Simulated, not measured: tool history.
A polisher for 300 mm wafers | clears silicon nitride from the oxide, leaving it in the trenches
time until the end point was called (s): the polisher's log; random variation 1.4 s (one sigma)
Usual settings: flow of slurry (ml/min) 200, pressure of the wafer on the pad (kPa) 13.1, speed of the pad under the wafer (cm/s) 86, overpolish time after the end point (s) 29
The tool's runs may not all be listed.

run,hour,flow of slurry (ml/min),pressure of the wafer on the pad (kPa),speed of the pad under the wafer (cm/s),overpolish time after the end point (s),"incoming thickness of the incoming film, nm",time until the end point was called (s)
1,0,200,13.1,86,25,86.8,141
2,183.3,200,13.1,86,25,85.5,139.9
3,248,200,13.1,86,25,86,145.2
4,287.6,250,13.1,86,29,84.5,137
# hour 350.6: head pressure recalibrated
5,390.5,250,13.1,86,29,84,129.1
# hour 428.6: slurry nozzle cleaned
# hour 447.9: worn pad replaced by a new one
6,490.2,250,13.1,86,29,84.7,133.5
7,635.7,200,13.1,98,29,85.9,130.3
8,738.2,200,13.1,98,29,83.3,127.9
9,790.3,200,13.1,98,29,83.5,129
10,878.3,200,13.1,86,29,85.1,141.7
# hour 917.9: head pressure recalibrated
11,980.1,200,13.1,86,29,85,135.8
12,1027,200,13.1,86,29,84.5,135.7
# hour 1036: slurry nozzle cleaned
# hour 1068.4: worn pad replaced by a new one
13,1127.3,200,13.1,86,29,86.2,140.4
14,1208.4,200,13.1,86,29,84.4,137.6
15,1309.9,200,13.1,86,29,83.7,137.7
16,1347.4,200,13.1,86,29,84.7,139
17,1397.2,200,13.1,86,29,85.9,140.9
18,1500.9,245,11.7,86,34,84.7,151.7
# hour 1551.1: head pressure recalibrated
# hour 1556.3: slurry nozzle cleaned
19,1583,225,13.1,86,13,84.2,129.7
# hour 1592.5: worn pad replaced by a new one
20,1649.9,220,17.2,86,29,84.4,104.8
21,1712.3,200,13.1,86,25,84.8,137.3
22,1788.6,200,13.1,86,29,85.3,138.7
23,1843.2,160,11,58,46,84.3,208.9
24,1921.7,245,13.1,68,38,84.5,152.1
25,2012,130,13.1,114,45,83.5,126.2
# hour 2027.1: head pressure recalibrated
26,2114.3,200,13.1,86,29,84.7,139.2
# hour 2152.8: slurry nozzle cleaned
27,2186.8,200,13.1,64,29,84.1,164.3
# hour 2214.8: worn pad replaced by a new one
28,2285,200,9,86,44,84.3,201.6
29,2365.5,220,13.1,86,22,85.2,142.6
30,2456.7,200,14.5,86,29,85.9,130.8
31,2498.3,200,13.1,86,29,84.8,142.7
32,2596,200,10.3,112,20,83.8,150
# hour 2659: head pressure recalibrated
33,2676.1,135,17.9,76,29,85.3,115.9
# hour 2688.8: worn pad replaced by a new one
# hour 2710.6: slurry nozzle cleaned
34,2757.2,140,11,62,29,84.2,203.6

Forecast each of these 3 alternatives for the next run:
A,2757.7,200,13.1,100,29,85.1,?
B,2757.7,200,13.1,86,17,85.1,?
C,2757.7,200,13.1,86,22,85.1,?

run,time until the end point was called (s)
A,123.7
B,135.8
C,135.8
Without the tool's hidden state the same runs would have given:
run,time until the end point was called (s)
A,121.5
B,133.4
C,133.4
